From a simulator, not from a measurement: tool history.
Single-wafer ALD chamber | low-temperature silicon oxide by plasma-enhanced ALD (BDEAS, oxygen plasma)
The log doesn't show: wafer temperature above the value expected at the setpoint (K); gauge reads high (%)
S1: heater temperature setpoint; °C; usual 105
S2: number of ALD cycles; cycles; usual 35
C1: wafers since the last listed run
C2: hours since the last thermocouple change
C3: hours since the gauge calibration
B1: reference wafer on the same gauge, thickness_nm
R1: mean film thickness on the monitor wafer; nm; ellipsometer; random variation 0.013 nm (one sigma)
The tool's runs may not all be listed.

run 1 day=0 | S1=105 S2=35 | C1=0 C2=1904.2 C3=532.9 | B1=5.257 | R1=5.197
run 2 day=1.538 | S1=105 S2=40 | C1=438 C2=1941.1 C3=569.8 | B1=5.259 | R1=5.928
run 3 day=3.158 | S1=105 S2=40 | C1=462 C2=1980 C3=608.7 | B1=5.261 | R1=5.915
run 4 day=4.192 | S1=105 S2=40 | C1=294 C2=2004.8 C3=633.5 | B1=5.266 | R1=5.919
run 5 day=6.079 | S1=105 S2=38 | C1=538 C2=2050.1 C3=678.8 | B1=5.273 | R1=5.644
run 6 day=7.954 | S1=105 S2=38 | C1=534 C2=2095.1 C3=723.8 | B1=5.269 | R1=5.661
run 7 day=10.25 | S1=105 S2=38 | C1=654 C2=2150.2 C3=778.9 | B1=5.273 | R1=5.623
run 8 day=12.492 | S1=105 S2=35 | C1=639 C2=2204 C3=832.7 | B1=5.274 | R1=5.217
run 9 day=13.571 | S1=105 S2=35 | C1=307 C2=2229.9 C3=858.6 | B1=5.278 | R1=5.215
run 10 day=15.383 | S1=105 S2=35 | C1=516 C2=2273.4 C3=902.1 | B1=5.275 | R1=5.201
run 11 day=17.05 | S1=105 S2=35 | C1=475 C2=2313.4 C3=942.1 | B1=5.278 | R1=5.192
run 12 day=18.95 | S1=105 S2=35 | C1=541 C2=2359 C3=987.7 | B1=5.28 | R1=5.2
run 13 day=21.15 | S1=105 S2=35 | C1=627 C2=2411.8 C3=1040.5 | B1=5.283 | R1=5.201
run 14 day=22.383 | S1=105 S2=35 | C1=351 C2=2441.4 C3=1070.1 | B1=5.283 | R1=5.221
run 15 day=23.779 | S1=105 S2=35 | C1=398 C2=2474.9 C3=1103.6 | B1=5.284 | R1=5.206
run 16 day=26.517 | S1=110 S2=30 | C1=780 C2=2540.6 C3=1169.3 | B1=5.287 | R1=4.406
-- day=28.821 gauge calibrated
run 17 day=28.967 | S1=97 S2=35 | C1=698 C2=2599.4 C3=3.5 | B1=5.155 | R1=5.219
run 18 day=31.808 | S1=105 S2=32 | C1=810 C2=2667.6 C3=71.7 | B1=5.176 | R1=4.689
run 19 day=33.204 | S1=118 S2=41 | C1=398 C2=2701.1 C3=105.2 | B1=5.188 | R1=5.824
run 20 day=35.246 | S1=91 S2=42 | C1=582 C2=2750.1 C3=154.2 | B1=5.195 | R1=6.464
-- day=38.058 thermocouple changed; heater temperature recalibrated
run 21 day=38.158 | S1=105 S2=35 | C1=735 C2=2.4 C3=224.1 | B1=5.208 | R1=5.165
run 22 day=39.579 | S1=105 S2=35 | C1=405 C2=36.5 C3=258.2 | B1=5.214 | R1=5.161
run 23 day=41.312 | S1=105 S2=37 | C1=494 C2=78.1 C3=299.8 | B1=5.223 | R1=5.446
run 24 day=42.512 | S1=97 S2=38 | C1=342 C2=106.9 C3=328.6 | B1=5.226 | R1=5.758
run 25 day=43.854 | S1=116 S2=41 | C1=382 C2=139.1 C3=360.8 | B1=5.234 | R1=5.902
run 26 day=45.583 | S1=105 S2=35 | C1=493 C2=180.6 C3=402.3 | B1=5.235 | R1=5.175
run 27 day=47.246 | S1=105 S2=39 | C1=474 C2=220.5 C3=442.2 | B1=5.243 | R1=5.778
run 28 day=49.154 | S1=92 S2=30 | C1=544 C2=266.3 C3=488 | B1=5.252 | R1=4.652

The same runs without the tool's hidden state, with the same run-to-run variation:
run=1 R1=5.092
run=2 R1=5.805
run=3 R1=5.789
run=4 R1=5.791
run=5 R1=5.518
run=6 R1=5.533
run=7 R1=5.492
run=8 R1=5.093
run=9 R1=5.09
run=10 R1=5.074
run=11 R1=5.065
run=12 R1=5.071
run=13 R1=5.07
run=14 R1=5.089
run=15 R1=5.074
run=16 R1=4.293
run=17 R1=5.214
run=18 R1=4.666
run=19 R1=5.785
run=20 R1=6.407
run=21 R1=5.106
run=22 R1=5.095
run=23 R1=5.37
run=24 R1=5.673
run=25 R1=5.809
run=26 R1=5.088
run=27 R1=5.676
run=28 R1=4.566

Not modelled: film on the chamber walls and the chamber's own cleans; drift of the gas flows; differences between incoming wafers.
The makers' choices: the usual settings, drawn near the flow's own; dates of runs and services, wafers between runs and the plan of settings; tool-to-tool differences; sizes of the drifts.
